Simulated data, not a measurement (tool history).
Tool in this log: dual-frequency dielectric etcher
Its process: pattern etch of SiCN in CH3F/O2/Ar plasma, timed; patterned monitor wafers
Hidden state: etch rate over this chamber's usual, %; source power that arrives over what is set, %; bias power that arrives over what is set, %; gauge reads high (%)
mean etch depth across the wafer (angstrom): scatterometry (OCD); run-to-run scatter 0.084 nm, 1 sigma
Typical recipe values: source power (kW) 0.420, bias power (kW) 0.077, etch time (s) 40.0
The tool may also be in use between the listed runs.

| run | hour | source power (kW) | bias power (kW) | etch time (s) | wafers since the last listed run | hours since the last wet clean | hours since the last source power generator calibration | hours since the last bias power generator calibration | hours since the last upper electrode change | hours since the gauge calibration | read-back reference wafer on the same gauge, depth_nm | mean etch depth across the wafer (angstrom) |
|---|---|---|---|---|---|---|---|---|---|---|---|---|
| 1 | 0.0 | 0.420 | 0.077 | 40.0 | 0 | 443.6 | 1470.6 | 2177.8 | 3553.2 | 0.1 | 15.40 | 167.0 |
|  | 36.9 | wet clean of the chamber |
| 2 | 102.3 | 0.420 | 0.077 | 40.0 | 1138 | 65.4 | 1572.9 | 2280.1 | 3655.5 | 102.4 | 15.40 | 160.4 |
| 3 | 149.0 | 0.420 | 0.077 | 40.0 | 678 | 112.1 | 1619.6 | 2326.8 | 3702.2 | 149.1 | 15.41 | 162.5 |
| 4 | 239.8 | 0.420 | 0.077 | 40.0 | 1320 | 202.9 | 1710.4 | 2417.6 | 3793.0 | 239.9 | 15.39 | 162.0 |
| 5 | 335.2 | 0.420 | 0.077 | 40.0 | 1386 | 298.3 | 1805.8 | 2513.0 | 3888.4 | 335.3 | 15.40 | 165.2 |
| 6 | 433.9 | 0.420 | 0.077 | 49.0 | 1434 | 397.0 | 1904.5 | 2611.7 | 3987.1 | 434.0 | 15.40 | 204.8 |
|  | 493.7 | wet clean of the chamber |
| 7 | 494.2 | 0.420 | 0.077 | 49.0 | 527 | 0.5 | 1964.8 | 2672.0 | 4047.4 | 494.3 | 15.41 | 194.7 |
| 8 | 580.5 | 0.420 | 0.077 | 49.0 | 1254 | 86.8 | 2051.1 | 2758.3 | 4133.7 | 580.6 | 15.41 | 196.7 |
|  | 610.2 | bias power generator calibrated |
|  | 675.3 | upper electrode replaced, of another model than before |
| 9 | 681.7 | 0.420 | 0.077 | 40.0 | 1064 | 188.0 | 2152.3 | 71.5 | 6.4 | 681.8 | 15.41 | 161.8 |
| 10 | 726.4 | 0.420 | 0.077 | 36.5 | 649 | 232.7 | 2197.0 | 116.2 | 51.1 | 726.5 | 15.39 | 148.9 |
|  | 748.4 | source power generator calibrated |
| 11 | 776.3 | 0.390 | 0.093 | 40.0 | 667 | 282.6 | 27.9 | 166.1 | 101.0 | 776.4 | 15.41 | 163.3 |
| 12 | 853.8 | 0.420 | 0.077 | 44.0 | 1126 | 360.1 | 105.4 | 243.6 | 178.5 | 853.9 | 15.39 | 181.3 |
|  | 888.0 | gauge calibrated |
|  | 945.1 | wet clean of the chamber |
| 13 | 945.6 | 0.420 | 0.064 | 40.0 | 985 | 0.5 | 197.2 | 335.4 | 270.3 | 57.6 | 15.41 | 153.2 |
| 14 | 1026.1 | 0.510 | 0.090 | 40.0 | 1170 | 81.0 | 277.7 | 415.9 | 350.8 | 138.1 | 15.39 | 182.2 |
| 15 | 1120.1 | 0.460 | 0.067 | 40.0 | 1366 | 175.0 | 371.7 | 509.9 | 444.8 | 232.1 | 15.39 | 165.5 |
| 16 | 1185.4 | 0.520 | 0.092 | 36.0 | 949 | 240.3 | 437.0 | 575.2 | 510.1 | 297.4 | 15.42 | 170.0 |
| 17 | 1249.3 | 0.420 | 0.060 | 40.0 | 929 | 304.2 | 500.9 | 639.1 | 574.0 | 361.3 | 15.39 | 154.4 |
| 18 | 1310.7 | 0.420 | 0.077 | 49.0 | 892 | 365.6 | 562.3 | 700.5 | 635.4 | 422.7 | 15.39 | 203.2 |
|  | 1394.8 | wet clean of the chamber |
| 19 | 1395.3 | 0.420 | 0.077 | 40.0 | 881 | 0.5 | 646.9 | 785.1 | 720.0 | 507.3 | 15.41 | 158.3 |
| 20 | 1464.3 | 0.420 | 0.077 | 40.0 | 1003 | 69.5 | 715.9 | 854.1 | 789.0 | 576.3 | 15.39 | 160.8 |

Alternative continuations, all from the tool just after run 20; predict every row:
| A | 1464.7 | 0.420 | 0.077 | 40.0 | 5 | 69.9 | 716.3 | 854.5 | 789.4 | 576.7 | ? | ? |
| B | 1464.7 | 0.360 | 0.069 | 40.0 | 5 | 69.9 | 716.3 | 854.5 | 789.4 | 576.7 | ? | ? |
| C | 1464.7 | 0.420 | 0.092 | 40.0 | 5 | 69.9 | 716.3 | 854.5 | 789.4 | 576.7 | ? | ? |
| D | 1464.7 | 0.420 | 0.093 | 45.0 | 5 | 69.9 | 716.3 | 854.5 | 789.4 | 576.7 | ? | ? |
| E | 1464.7 | 0.360 | 0.070 | 45.5 | 5 | 69.9 | 716.3 | 854.5 | 789.4 | 576.7 | ? | ? |

| run | read-back reference wafer on the same gauge, depth_nm | mean etch depth across the wafer (angstrom) |
|---|---|---|
| A | 15.39 | 160.0 |
| B | 15.39 | 143.0 |
| C | 15.39 | 166.1 |
| D | 15.39 | 187.3 |
| E | 15.39 | 163.1 |
Had the tool no hidden state, the same runs would have come out as:
| run | mean etch depth across the wafer (angstrom) |
|---|---|
| A | 158.6 |
| B | 141.7 |
| C | 164.7 |
| D | 185.7 |
| E | 161.7 |
